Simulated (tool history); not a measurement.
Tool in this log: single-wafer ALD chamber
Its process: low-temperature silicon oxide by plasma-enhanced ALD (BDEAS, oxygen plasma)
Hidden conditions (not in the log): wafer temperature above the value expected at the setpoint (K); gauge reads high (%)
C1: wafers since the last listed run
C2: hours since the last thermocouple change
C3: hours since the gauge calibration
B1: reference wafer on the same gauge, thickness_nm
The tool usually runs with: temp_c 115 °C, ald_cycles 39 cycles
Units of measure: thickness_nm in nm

{"run": 1, "hour": 0.0, "temp_c": 115, "ald_cycles": 39, "C1": 0, "C2": 663.1, "C3": 2070.7, "B1": 4.464, "thickness_nm": 5.45}
{"run": 2, "hour": 53.4, "temp_c": 115, "ald_cycles": 39, "C1": 225, "C2": 716.5, "C3": 2124.1, "B1": 4.458, "thickness_nm": 5.46}
{"run": 3, "hour": 229.6, "temp_c": 115, "ald_cycles": 39, "C1": 744, "C2": 892.7, "C3": 2300.3, "B1": 4.452, "thickness_nm": 5.482}
{"run": 4, "hour": 344.8, "temp_c": 115, "ald_cycles": 39, "C1": 486, "C2": 1007.9, "C3": 2415.5, "B1": 4.459, "thickness_nm": 5.512}
{"run": 5, "hour": 459.5, "temp_c": 115, "ald_cycles": 39, "C1": 484, "C2": 1122.6, "C3": 2530.2, "B1": 4.467, "thickness_nm": 5.512}
{"run": 6, "hour": 484.8, "temp_c": 115, "ald_cycles": 39, "C1": 106, "C2": 1147.9, "C3": 2555.5, "B1": 4.456, "thickness_nm": 5.469}
{"run": 7, "hour": 547.6, "temp_c": 115, "ald_cycles": 44, "C1": 265, "C2": 1210.7, "C3": 2618.3, "B1": 4.457, "thickness_nm": 6.154}
{"run": 8, "hour": 589.2, "temp_c": 115, "ald_cycles": 44, "C1": 175, "C2": 1252.3, "C3": 2659.9, "B1": 4.465, "thickness_nm": 6.154}
{"run": 9, "hour": 629.0, "temp_c": 115, "ald_cycles": 44, "C1": 168, "C2": 1292.1, "C3": 2699.7, "B1": 4.469, "thickness_nm": 6.166}
{"run": 10, "hour": 685.4, "temp_c": 115, "ald_cycles": 39, "C1": 238, "C2": 1348.5, "C3": 2756.1, "B1": 4.454, "thickness_nm": 5.439}
{"run": 11, "hour": 828.0, "temp_c": 115, "ald_cycles": 39, "C1": 602, "C2": 1491.1, "C3": 2898.7, "B1": 4.46, "thickness_nm": 5.428}
{"run": 12, "hour": 853.7, "temp_c": 115, "ald_cycles": 39, "C1": 108, "C2": 1516.8, "C3": 2924.4, "B1": 4.46, "thickness_nm": 5.446}
{"run": 13, "hour": 906.8, "temp_c": 115, "ald_cycles": 39, "C1": 224, "C2": 1569.9, "C3": 2977.5, "B1": 4.459, "thickness_nm": 5.483}
{"hour": 918.7, "done": "thermocouple changed; heater temperature recalibrated"}
{"run": 14, "hour": 963.8, "temp_c": 115, "ald_cycles": 39, "C1": 206, "C2": 45.1, "C3": 3034.5, "B1": 4.451, "thickness_nm": 5.486}
{"run": 15, "hour": 1025.7, "temp_c": 115, "ald_cycles": 39, "C1": 261, "C2": 107, "C3": 3096.4, "B1": 4.458, "thickness_nm": 5.43}
{"run": 16, "hour": 1080.3, "temp_c": 115, "ald_cycles": 39, "C1": 230, "C2": 161.6, "C3": 3151, "B1": 4.468, "thickness_nm": 5.485}
{"run": 17, "hour": 1112.1, "temp_c": 115, "ald_cycles": 39, "C1": 134, "C2": 193.4, "C3": 3182.8, "B1": 4.457, "thickness_nm": 5.468}
{"run": 18, "hour": 1163.7, "temp_c": 115, "ald_cycles": 39, "C1": 217, "C2": 245, "C3": 3234.4, "B1": 4.459, "thickness_nm": 5.493}
{"run": 19, "hour": 1224.8, "temp_c": 115, "ald_cycles": 39, "C1": 258, "C2": 306.1, "C3": 3295.5, "B1": 4.446, "thickness_nm": 5.433}
{"run": 20, "hour": 1286.7, "temp_c": 115, "ald_cycles": 39, "C1": 261, "C2": 368, "C3": 3357.4, "B1": 4.454, "thickness_nm": 5.446}
{"run": 21, "hour": 1348.7, "temp_c": 115, "ald_cycles": 39, "C1": 261, "C2": 430, "C3": 3419.4, "B1": 4.46, "thickness_nm": 5.523}
{"run": 22, "hour": 1395.8, "temp_c": 115, "ald_cycles": 39, "C1": 198, "C2": 477.1, "C3": 3466.5, "B1": 4.463, "thickness_nm": 5.508}
{"run": 23, "hour": 1462.9, "temp_c": 115, "ald_cycles": 39, "C1": 283, "C2": 544.2, "C3": 3533.6, "B1": 4.463, "thickness_nm": 5.462}
{"run": 24, "hour": 1504.4, "temp_c": 121, "ald_cycles": 36, "C1": 175, "C2": 585.7, "C3": 3575.1, "B1": 4.466, "thickness_nm": 5.027}
{"run": 25, "hour": 1558.2, "temp_c": 126, "ald_cycles": 36, "C1": 227, "C2": 639.5, "C3": 3628.9, "B1": 4.453, "thickness_nm": 4.972}
{"hour": 1585.0, "done": "gauge calibrated"}
{"run": 26, "hour": 1614.7, "temp_c": 115, "ald_cycles": 36, "C1": 238, "C2": 696, "C3": 29.7, "B1": 4.458, "thickness_nm": 5.032}
{"run": 27, "hour": 1643.4, "temp_c": 120, "ald_cycles": 39, "C1": 121, "C2": 724.7, "C3": 58.4, "B1": 4.457, "thickness_nm": 5.425}
{"run": 28, "hour": 1709.2, "temp_c": 115, "ald_cycles": 42, "C1": 277, "C2": 790.5, "C3": 124.2, "B1": 4.453, "thickness_nm": 5.905}
{"run": 29, "hour": 1734.0, "temp_c": 129, "ald_cycles": 39, "C1": 104, "C2": 815.3, "C3": 149, "B1": 4.461, "thickness_nm": 5.366}
{"run": 30, "hour": 1760.8, "temp_c": 110, "ald_cycles": 35, "C1": 113, "C2": 842.1, "C3": 175.8, "B1": 4.458, "thickness_nm": 4.944}
{"run": 31, "hour": 1830.7, "temp_c": 115, "ald_cycles": 45, "C1": 295, "C2": 912, "C3": 245.7, "B1": 4.467, "thickness_nm": 6.348}
{"run": 32, "hour": 1976.1, "temp_c": 115, "ald_cycles": 39, "C1": 614, "C2": 1057.4, "C3": 391.1, "B1": 4.457, "thickness_nm": 5.443}
{"run": 33, "hour": 2039.9, "temp_c": 128, "ald_cycles": 39, "C1": 269, "C2": 1121.2, "C3": 454.9, "B1": 4.464, "thickness_nm": 5.396}
{"run": 34, "hour": 2107.4, "temp_c": 107, "ald_cycles": 39, "C1": 285, "C2": 1188.7, "C3": 522.4, "B1": 4.458, "thickness_nm": 5.545}
{"run": 35, "hour": 2165.2, "temp_c": 115, "ald_cycles": 43, "C1": 244, "C2": 1246.5, "C3": 580.2, "B1": 4.461, "thickness_nm": 6.018}
{"run": 36, "hour": 2215.7, "temp_c": 120, "ald_cycles": 39, "C1": 213, "C2": 1297, "C3": 630.7, "B1": 4.457, "thickness_nm": 5.45}
{"run": 37, "hour": 2253.4, "temp_c": 115, "ald_cycles": 39, "C1": 159, "C2": 1334.7, "C3": 668.4, "B1": 4.456, "thickness_nm": 5.461}
{"run": 38, "hour": 2285.5, "temp_c": 109, "ald_cycles": 33, "C1": 135, "C2": 1366.8, "C3": 700.5, "B1": 4.468, "thickness_nm": 4.671}
{"run": 39, "hour": 2331.8, "temp_c": 115, "ald_cycles": 46, "C1": 195, "C2": 1413.1, "C3": 746.8, "B1": 4.463, "thickness_nm": 6.434}
{"run": 40, "hour": 2392.1, "temp_c": 100, "ald_cycles": 34, "C1": 254, "C2": 1473.4, "C3": 807.1, "B1": 4.449, "thickness_nm": 4.877}
{"run": 41, "hour": 2444.2, "temp_c": 123, "ald_cycles": 34, "C1": 220, "C2": 1525.5, "C3": 859.2, "B1": 4.472, "thickness_nm": 4.717}
{"run": 42, "hour": 2482.1, "temp_c": 123, "ald_cycles": 33, "C1": 160, "C2": 1563.4, "C3": 897.1, "B1": 4.461, "thickness_nm": 4.584}
{"run": 43, "hour": 2615.8, "temp_c": 103, "ald_cycles": 45, "C1": 564, "C2": 1697.1, "C3": 1030.8, "B1": 4.458, "thickness_nm": 6.494}
{"hour": 2665.8, "done": "thermocouple changed; heater temperature recalibrated"}
{"run": 44, "hour": 2677.8, "temp_c": 115, "ald_cycles": 39, "C1": 228, "C2": 12, "C3": 1092.8, "B1": 4.453, "thickness_nm": 5.461}
{"run": 45, "hour": 2716.7, "temp_c": 115, "ald_cycles": 39, "C1": 164, "C2": 50.9, "C3": 1131.7, "B1": 4.468, "thickness_nm": 5.438}
{"run": 46, "hour": 2753.4, "temp_c": 121, "ald_cycles": 33, "C1": 154, "C2": 87.6, "C3": 1168.4, "B1": 4.461, "thickness_nm": 4.585}
{"run": 47, "hour": 2784.7, "temp_c": 121, "ald_cycles": 44, "C1": 132, "C2": 118.9, "C3": 1199.7, "B1": 4.471, "thickness_nm": 6.112}
{"run": 48, "hour": 2827.8, "temp_c": 104, "ald_cycles": 33, "C1": 182, "C2": 162, "C3": 1242.8, "B1": 4.462, "thickness_nm": 4.748}

3 options for the next run, each taken on its own from the tool as it stands now. Forecast them:
{"run": "A", "hour": 2828.3, "temp_c": 105, "ald_cycles": 39, "C1": 2, "C2": 162.5, "C3": 1243.3, "B1": "?", "thickness_nm": "?"}
{"run": "B", "hour": 2828.3, "temp_c": 104, "ald_cycles": 45, "C1": 2, "C2": 162.5, "C3": 1243.3, "B1": "?", "thickness_nm": "?"}
{"run": "C", "hour": 2828.3, "temp_c": 102, "ald_cycles": 32, "C1": 2, "C2": 162.5, "C3": 1243.3, "B1": "?", "thickness_nm": "?"}

run=A B1=4.466 thickness_nm=5.537
run=B B1=4.466 thickness_nm=6.399
run=C B1=4.466 thickness_nm=4.565
The same runs, with their run-to-run variation unchanged, on a tool lacking any hidden condition would have given:
run=A thickness_nm=5.537
run=B thickness_nm=6.399
run=C thickness_nm=4.565
